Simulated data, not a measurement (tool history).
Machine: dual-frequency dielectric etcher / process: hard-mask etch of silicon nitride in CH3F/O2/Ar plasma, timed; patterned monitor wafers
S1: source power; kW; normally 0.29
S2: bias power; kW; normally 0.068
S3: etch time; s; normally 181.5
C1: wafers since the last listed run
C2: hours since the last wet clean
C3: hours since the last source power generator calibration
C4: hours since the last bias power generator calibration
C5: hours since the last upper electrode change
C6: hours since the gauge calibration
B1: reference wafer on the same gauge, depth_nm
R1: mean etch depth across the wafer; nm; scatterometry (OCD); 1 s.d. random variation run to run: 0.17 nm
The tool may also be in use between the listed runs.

{"run": 1, "day": 0.0, "S1": 0.26, "S2": 0.063, "S3": 181.5, "C1": 0, "C2": 235.3, "C3": 4191.4, "C4": 4144.9, "C5": 2386.5, "C6": 198.5, "B1": 111.9, "R1": 110.1}
{"run": 2, "day": 0.688, "S1": 0.26, "S2": 0.063, "S3": 181.5, "C1": 101, "C2": 251.8, "C3": 4207.9, "C4": 4161.4, "C5": 2403, "C6": 215, "B1": 112, "R1": 110.1}
{"run": 3, "day": 1.179, "S1": 0.29, "S2": 0.068, "S3": 181.5, "C1": 72, "C2": 263.6, "C3": 4219.7, "C4": 4173.2, "C5": 2414.8, "C6": 226.8, "B1": 112, "R1": 115.2}
{"run": 4, "day": 1.488, "S1": 0.29, "S2": 0.068, "S3": 181.5, "C1": 45, "C2": 271, "C3": 4227.1, "C4": 4180.6, "C5": 2422.2, "C6": 234.2, "B1": 112, "R1": 114.9}
{"run": 5, "day": 1.975, "S1": 0.29, "S2": 0.068, "S3": 181.5, "C1": 71, "C2": 282.7, "C3": 4238.8, "C4": 4192.3, "C5": 2433.9, "C6": 245.9, "B1": 111.9, "R1": 115.1}
{"run": 6, "day": 2.329, "S1": 0.29, "S2": 0.058, "S3": 181.5, "C1": 52, "C2": 291.2, "C3": 4247.3, "C4": 4200.8, "C5": 2442.4, "C6": 254.4, "B1": 112, "R1": 109.8}
{"run": 7, "day": 3.029, "S1": 0.29, "S2": 0.058, "S3": 181.5, "C1": 103, "C2": 308, "C3": 4264.1, "C4": 4217.6, "C5": 2459.2, "C6": 271.2, "B1": 112, "R1": 109.4}
{"run": 8, "day": 3.658, "S1": 0.29, "S2": 0.058, "S3": 181.5, "C1": 92, "C2": 323.1, "C3": 4279.2, "C4": 4232.7, "C5": 2474.3, "C6": 286.3, "B1": 112, "R1": 109.2}
{"run": 9, "day": 4.233, "S1": 0.29, "S2": 0.068, "S3": 181.5, "C1": 84, "C2": 336.9, "C3": 4293, "C4": 4246.5, "C5": 2488.1, "C6": 300.1, "B1": 112.1, "R1": 114.8}
{"day": 4.45, "done": "bias power generator calibrated"}
{"run": 10, "day": 4.721, "S1": 0.24, "S2": 0.068, "S3": 181.5, "C1": 47, "C2": 348.6, "C3": 4304.7, "C4": 6.5, "C5": 2499.8, "C6": 311.8, "B1": 112, "R1": 110.7}
{"run": 11, "day": 5.079, "S1": 0.24, "S2": 0.068, "S3": 181.5, "C1": 52, "C2": 357.2, "C3": 4313.3, "C4": 15.1, "C5": 2508.4, "C6": 320.4, "B1": 111.9, "R1": 110.6}
{"run": 12, "day": 5.683, "S1": 0.29, "S2": 0.068, "S3": 181.5, "C1": 89, "C2": 371.7, "C3": 4327.8, "C4": 29.6, "C5": 2522.9, "C6": 334.9, "B1": 112.1, "R1": 114.4}
{"day": 5.904, "done": "gauge calibrated"}
{"day": 7.029, "done": "upper electrode replaced"}
{"run": 13, "day": 7.05, "S1": 0.29, "S2": 0.068, "S3": 181.5, "C1": 54, "C2": 404.5, "C3": 4360.6, "C4": 62.4, "C5": 0.5, "C6": 27.5, "B1": 112, "R1": 114.1}
{"run": 14, "day": 7.062, "S1": 0.29, "S2": 0.068, "S3": 181.5, "C1": 1, "C2": 404.8, "C3": 4360.9, "C4": 62.7, "C5": 0.8, "C6": 27.8, "B1": 112, "R1": 114.4}
{"run": 15, "day": 7.117, "S1": 0.29, "S2": 0.068, "S3": 181.5, "C1": 7, "C2": 406.1, "C3": 4362.2, "C4": 64, "C5": 2.1, "C6": 29.1, "B1": 112.1, "R1": 114}
{"run": 16, "day": 7.733, "S1": 0.36, "S2": 0.058, "S3": 222, "C1": 90, "C2": 420.9, "C3": 4377, "C4": 78.8, "C5": 16.9, "C6": 43.9, "B1": 112, "R1": 139}
{"run": 17, "day": 8.154, "S1": 0.29, "S2": 0.077, "S3": 221.5, "C1": 62, "C2": 431, "C3": 4387.1, "C4": 88.9, "C5": 27, "C6": 54, "B1": 112, "R1": 144.8}
{"run": 18, "day": 8.883, "S1": 0.29, "S2": 0.068, "S3": 212.5, "C1": 107, "C2": 448.5, "C3": 4404.6, "C4": 106.4, "C5": 44.5, "C6": 71.5, "B1": 112, "R1": 133.4}
{"run": 19, "day": 9.171, "S1": 0.29, "S2": 0.057, "S3": 181.5, "C1": 42, "C2": 455.4, "C3": 4411.5, "C4": 113.3, "C5": 51.4, "C6": 78.4, "B1": 112, "R1": 108.2}
{"run": 20, "day": 9.875, "S1": 0.32, "S2": 0.054, "S3": 181.5, "C1": 103, "C2": 472.3, "C3": 4428.4, "C4": 130.2, "C5": 68.3, "C6": 95.3, "B1": 112, "R1": 108.6}
{"day": 10.9, "done": "wet clean of the chamber"}
{"day": 10.971, "done": "source power generator calibrated"}
{"run": 21, "day": 10.992, "S1": 0.22, "S2": 0.075, "S3": 155.5, "C1": 6, "C2": 2.2, "C3": 0.5, "C4": 157, "C5": 95.1, "C6": 122.1, "B1": 112, "R1": 98}
{"run": 22, "day": 11.004, "S1": 0.23, "S2": 0.077, "S3": 235, "C1": 1, "C2": 2.5, "C3": 0.8, "C4": 157.3, "C5": 95.4, "C6": 122.4, "B1": 112, "R1": 150}
{"run": 23, "day": 11.45, "S1": 0.35, "S2": 0.059, "S3": 160.5, "C1": 65, "C2": 13.2, "C3": 11.5, "C4": 168, "C5": 106.1, "C6": 133.1, "B1": 112, "R1": 102.2}
{"run": 24, "day": 12.0, "S1": 0.29, "S2": 0.068, "S3": 181.5, "C1": 81, "C2": 26.4, "C3": 24.7, "C4": 181.2, "C5": 119.3, "C6": 146.3, "B1": 112, "R1": 116.2}
{"run": 25, "day": 12.512, "S1": 0.29, "S2": 0.068, "S3": 143.5, "C1": 75, "C2": 38.7, "C3": 37, "C4": 193.5, "C5": 131.6, "C6": 158.6, "B1": 112, "R1": 92}
{"run": 26, "day": 13.162, "S1": 0.27, "S2": 0.054, "S3": 181.5, "C1": 95, "C2": 54.3, "C3": 52.6, "C4": 209.1, "C5": 147.2, "C6": 174.2, "B1": 112, "R1": 106.8}
{"run": 27, "day": 13.9, "S1": 0.35, "S2": 0.068, "S3": 181.5, "C1": 108, "C2": 72, "C3": 70.3, "C4": 226.8, "C5": 164.9, "C6": 191.9, "B1": 112, "R1": 120.3}
{"run": 28, "day": 14.238, "S1": 0.29, "S2": 0.068, "S3": 181.5, "C1": 49, "C2": 80.1, "C3": 78.4, "C4": 234.9, "C5": 173, "C6": 200, "B1": 112, "R1": 115.6}

Exercise: give the hidden state of the tool at every run:
source power that arrives over what is set, %: 0 in every run
bias power that arrives over what is set, %: 0 in every run
gauge reads high (%): 0 in every run
H1: etch rate over this chamber's usual, %
run=1 H1=-1.15
run=2 H1=-1.24
run=3 H1=-1.3
run=4 H1=-1.34
run=5 H1=-1.4
run=6 H1=-1.45
run=7 H1=-1.54
run=8 H1=-1.62
run=9 H1=-1.69
run=10 H1=-1.75
run=11 H1=-1.8
run=12 H1=-1.87
run=13 H1=-2.05
run=14 H1=-2.05
run=15 H1=-2.05
run=16 H1=-2.13
run=17 H1=-2.19
run=18 H1=-2.28
run=19 H1=-2.31
run=20 H1=-2.4
run=21 H1=-0.26
run=22 H1=-0.261
run=23 H1=-0.318
run=24 H1=-0.387
run=25 H1=-0.452
run=26 H1=-0.535
run=27 H1=-0.628
run=28 H1=-0.671
